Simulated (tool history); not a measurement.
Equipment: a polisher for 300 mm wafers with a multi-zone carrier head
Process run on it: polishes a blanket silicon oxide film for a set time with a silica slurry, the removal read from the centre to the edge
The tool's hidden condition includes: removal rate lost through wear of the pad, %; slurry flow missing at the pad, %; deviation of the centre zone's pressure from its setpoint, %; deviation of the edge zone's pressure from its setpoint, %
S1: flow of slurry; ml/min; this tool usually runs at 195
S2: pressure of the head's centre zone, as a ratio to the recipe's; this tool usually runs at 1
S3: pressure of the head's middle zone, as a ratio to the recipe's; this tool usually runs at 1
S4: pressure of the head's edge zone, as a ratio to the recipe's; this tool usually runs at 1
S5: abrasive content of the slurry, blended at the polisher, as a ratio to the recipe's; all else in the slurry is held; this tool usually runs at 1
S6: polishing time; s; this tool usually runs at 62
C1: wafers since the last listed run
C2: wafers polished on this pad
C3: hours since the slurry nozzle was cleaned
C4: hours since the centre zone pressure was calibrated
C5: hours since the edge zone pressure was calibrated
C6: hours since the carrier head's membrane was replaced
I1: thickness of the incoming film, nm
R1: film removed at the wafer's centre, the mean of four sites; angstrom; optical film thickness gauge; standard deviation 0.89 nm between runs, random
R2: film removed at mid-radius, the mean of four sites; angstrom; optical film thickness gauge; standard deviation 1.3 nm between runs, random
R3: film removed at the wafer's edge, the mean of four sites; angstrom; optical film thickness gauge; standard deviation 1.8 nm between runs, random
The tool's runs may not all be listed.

run	hour	S1	S2	S3	S4	S5	S6	C1	C2	C3	C4	C5	C6	I1	R1	R2	R3
1	0	195	1	1	0.91	0.85	62	0	82	110	267.7	420.5	520.9	1478.7	1217	1239	1234
2	25.8	195	0.89	1	1	1	62	251	334	135.8	293.5	446.3	546.7	1449	1195	1362	1367
3	44.9	195	1	1	0.95	1	49	186	520	154.9	312.6	465.4	565.8	1484.5	1058	1077	1075
4	70.8	195	1	1	1	1	62	252	773	180.8	338.5	491.3	591.7	1466.3	1316	1343	1424
5	87.3	195	1	1	1	1.2	62	161	934	197.3	355	507.8	608.2	1466.7	1430	1458	1486
6	103.2	150	1	1	1	1	62	155	1090	213.2	370.9	523.7	624.1	1497.9	1242	1284	1346
7	136	130	1	1	1.07	1	56	320	1410	246	403.7	556.5	656.9	1503.5	1084	1123	1217
8	157.1	195	1	0.92	1.07	1.2	62	206	1616	267.1	424.8	577.6	678	1459.4	1397	1355	1519
9	184.9	195	1	1	1	1	62	271	1888	294.9	452.6	605.4	705.8	1505.2	1252	1334	1364
10	203.3	195	1	1	1	1	62	179	2067	313.3	471	623.8	724.2	1491.1	1272	1301	1332
# hour 231.3: edge zone pressure recalibrated
# hour 235.1: carrier head's membrane replaced by a new one
11	235.6	260	1	1	0.88	0.85	43	258	2326	345.6	503.3	4.3	0.5	1471.2	817	852	804
12	244.3	195	1	1	1	1	62	84	2411	354.3	512	13	9.2	1467.1	1239	1300	1307
# hour 261.8: worn pad replaced by a new one
13	310.4	195	1	1	1	1.2	62	606	474	420.4	578.1	79.1	75.3	1495.4	1425	1498	1503
14	340.6	195	1	1	1	1	62	294	769	450.6	608.3	109.3	105.5	1464.7	1282	1353	1409
15	359	195	1	1.06	1	1	40	179	949	469	626.7	127.7	123.9	1499.6	831	907	889
16	380.2	195	0.93	0.96	1	0.9	50	207	1156	490.2	647.9	148.9	145.1	1473.8	922	982	1065
17	428.8	195	1.03	1.12	1	0.9	62	474	1631	538.8	696.5	197.5	193.7	1461.3	1237	1401	1298
18	445.3	160	0.93	1	1	1	62	161	1792	555.3	713	214	210.2	1486.8	1144	1287	1331
19	464.8	245	0.96	0.93	1	1	62	190	1982	574.8	732.5	233.5	229.7	1499.6	1239	1293	1378
# hour 475.5: worn pad replaced by a new one
20	495.8	195	1	1	1	1	62	263	198	605.8	763.5	264.5	260.7	1472.3	1288	1381	1388
21	515.7	160	1	1	1	1	62	194	392	625.7	783.4	284.4	280.6	1455.5	1239	1318	1340
22	544	170	1	0.96	1	1	62	276	669	654	811.7	312.7	308.9	1482.8	1251	1277	1389

Describe how what the log doesn't record of the tool's condition differs between the last listed run preceding each entry between runs and the first listed run following it.
Between runs 10 and 11: edge zone pressure recalibrated (hour 231.3); carrier head's membrane replaced by a new one (hour 235.1)
  removal rate lost through wear of the pad, %: 4.34 -> 5.48; deviation of the centre zone's pressure from its setpoint, %: -7.14 -> -7.37
  measured result minus the result with no hidden state, R1: -152 -> -110 angstrom; R2: -59 -> -49 angstrom; R3: -61 -> -46 angstrom
Between runs 12 and 13: worn pad replaced by a new one (hour 261.8)
  removal rate lost through wear of the pad, %: 5.82 -> 0.43; deviation of the centre zone's pressure from its setpoint, %: -7.43 -> -7.83
  measured result minus the result with no hidden state, R1: -173 -> -117 angstrom; R2: -80 -> -6 angstrom; R3: -80 -> -6 angstrom
Between runs 19 and 20: worn pad replaced by a new one (hour 475.5)
  removal rate lost through wear of the pad, %: 3.45 -> 0.567; deviation of the centre zone's pressure from its setpoint, %: -8.57 -> -8.69
  measured result minus the result with no hidden state, R1: -155 -> -120 angstrom; R2: -46 -> -7 angstrom; R3: -50 -> -8 angstrom

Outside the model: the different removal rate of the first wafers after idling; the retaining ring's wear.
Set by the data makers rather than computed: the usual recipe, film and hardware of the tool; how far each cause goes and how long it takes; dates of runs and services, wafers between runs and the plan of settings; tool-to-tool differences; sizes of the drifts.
